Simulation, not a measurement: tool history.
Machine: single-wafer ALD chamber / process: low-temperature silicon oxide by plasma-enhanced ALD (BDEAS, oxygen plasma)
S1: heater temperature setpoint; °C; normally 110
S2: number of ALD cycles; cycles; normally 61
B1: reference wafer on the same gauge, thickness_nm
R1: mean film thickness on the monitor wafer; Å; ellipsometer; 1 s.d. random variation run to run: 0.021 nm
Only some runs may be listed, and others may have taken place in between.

{"run": 1, "hour": 0.0, "S1": 110, "S2": 61, "B1": 6.838, "R1": 83.16}
{"run": 2, "hour": 16.7, "S1": 110, "S2": 61, "B1": 6.84, "R1": 83.6}
{"run": 3, "hour": 30.0, "S1": 110, "S2": 61, "B1": 6.848, "R1": 83.09}
{"run": 4, "hour": 44.3, "S1": 110, "S2": 61, "B1": 6.853, "R1": 83.33}
{"run": 5, "hour": 53.9, "S1": 110, "S2": 61, "B1": 6.856, "R1": 83.42}
{"run": 6, "hour": 67.2, "S1": 110, "S2": 61, "B1": 6.861, "R1": 83.71}
{"run": 7, "hour": 78.9, "S1": 117, "S2": 61, "B1": 6.866, "R1": 82.11}
{"run": 8, "hour": 88.8, "S1": 117, "S2": 61, "B1": 6.87, "R1": 82.88}
{"run": 9, "hour": 105.7, "S1": 117, "S2": 61, "B1": 6.873, "R1": 82.52}
{"run": 10, "hour": 117.9, "S1": 110, "S2": 61, "B1": 6.884, "R1": 83.58}
{"run": 11, "hour": 129.9, "S1": 110, "S2": 61, "B1": 6.884, "R1": 83.97}
{"run": 12, "hour": 179.4, "S1": 110, "S2": 61, "B1": 6.91, "R1": 83.82}
{"run": 13, "hour": 193.6, "S1": 114, "S2": 61, "B1": 6.915, "R1": 83.8}
{"hour": 195.1, "done": "gauge calibrated"}
{"run": 14, "hour": 202.9, "S1": 110, "S2": 52, "B1": 6.721, "R1": 69.66}
{"run": 15, "hour": 210.8, "S1": 110, "S2": 61, "B1": 6.718, "R1": 81.62}
{"run": 16, "hour": 217.3, "S1": 110, "S2": 61, "B1": 6.716, "R1": 81.72}
{"run": 17, "hour": 226.0, "S1": 110, "S2": 61, "B1": 6.718, "R1": 82}
{"run": 18, "hour": 242.6, "S1": 110, "S2": 61, "B1": 6.716, "R1": 82.12}
{"run": 19, "hour": 251.8, "S1": 110, "S2": 61, "B1": 6.719, "R1": 81.65}
{"run": 20, "hour": 262.7, "S1": 110, "S2": 61, "B1": 6.718, "R1": 81.7}
{"run": 21, "hour": 274.6, "S1": 110, "S2": 61, "B1": 6.718, "R1": 81.94}
{"run": 22, "hour": 288.4, "S1": 104, "S2": 71, "B1": 6.721, "R1": 96.58}
{"run": 23, "hour": 301.6, "S1": 120, "S2": 61, "B1": 6.724, "R1": 80.15}
{"hour": 314.8, "done": "thermocouple changed; heater temperature recalibrated"}
{"run": 24, "hour": 316.8, "S1": 121, "S2": 71, "B1": 6.722, "R1": 93.1}
{"run": 25, "hour": 334.7, "S1": 110, "S2": 61, "B1": 6.725, "R1": 82.02}
{"run": 26, "hour": 349.8, "S1": 123, "S2": 54, "B1": 6.726, "R1": 71.21}
{"run": 27, "hour": 361.9, "S1": 122, "S2": 61, "B1": 6.726, "R1": 80.34}
{"run": 28, "hour": 368.4, "S1": 110, "S2": 61, "B1": 6.728, "R1": 81.9}
{"run": 29, "hour": 380.3, "S1": 110, "S2": 61, "B1": 6.728, "R1": 82.13}
{"run": 30, "hour": 395.8, "S1": 117, "S2": 61, "B1": 6.73, "R1": 81.15}
{"run": 31, "hour": 401.8, "S1": 110, "S2": 61, "B1": 6.732, "R1": 81.94}
{"run": 32, "hour": 415.9, "S1": 114, "S2": 52, "B1": 6.736, "R1": 69.67}
{"run": 33, "hour": 424.8, "S1": 110, "S2": 61, "B1": 6.734, "R1": 81.75}
{"run": 34, "hour": 432.0, "S1": 123, "S2": 61, "B1": 6.733, "R1": 80.03}
{"run": 35, "hour": 448.7, "S1": 100, "S2": 55, "B1": 6.737, "R1": 75.23}
{"run": 36, "hour": 463.9, "S1": 110, "S2": 61, "B1": 6.739, "R1": 82.19}
{"run": 37, "hour": 479.1, "S1": 110, "S2": 56, "B1": 6.741, "R1": 75.19}
{"run": 38, "hour": 494.1, "S1": 97, "S2": 61, "B1": 6.743, "R1": 83.84}
{"run": 39, "hour": 506.0, "S1": 123, "S2": 64, "B1": 6.747, "R1": 84.19}
{"run": 40, "hour": 556.9, "S1": 110, "S2": 61, "B1": 6.756, "R1": 82.07}
{"run": 41, "hour": 568.3, "S1": 103, "S2": 53, "B1": 6.761, "R1": 72.18}
{"run": 42, "hour": 580.9, "S1": 110, "S2": 61, "B1": 6.762, "R1": 82.28}

Below are 5 alternative next runs, each starting from the tool's condition after run 42. Predict each:
{"run": "A", "hour": 581.4, "S1": 110, "S2": 61, "B1": "?", "R1": "?"}
{"run": "B", "hour": 581.4, "S1": 100, "S2": 73, "B1": "?", "R1": "?"}
{"run": "C", "hour": 581.4, "S1": 114, "S2": 67, "B1": "?", "R1": "?"}
{"run": "D", "hour": 581.4, "S1": 122, "S2": 58, "B1": "?", "R1": "?"}
{"run": "E", "hour": 581.4, "S1": 98, "S2": 57, "B1": "?", "R1": "?"}

run=A B1=6.763 R1=82.5
run=B B1=6.763 R1=100.32
run=C B1=6.763 R1=90.03
run=D B1=6.763 R1=76.92
run=E B1=6.763 R1=78.66
Stripped of hidden state, with their random variation kept, the same runs would have yielded:
run=A R1=82.22
run=B R1=99.99
run=C R1=89.73
run=D R1=76.66
run=E R1=78.4
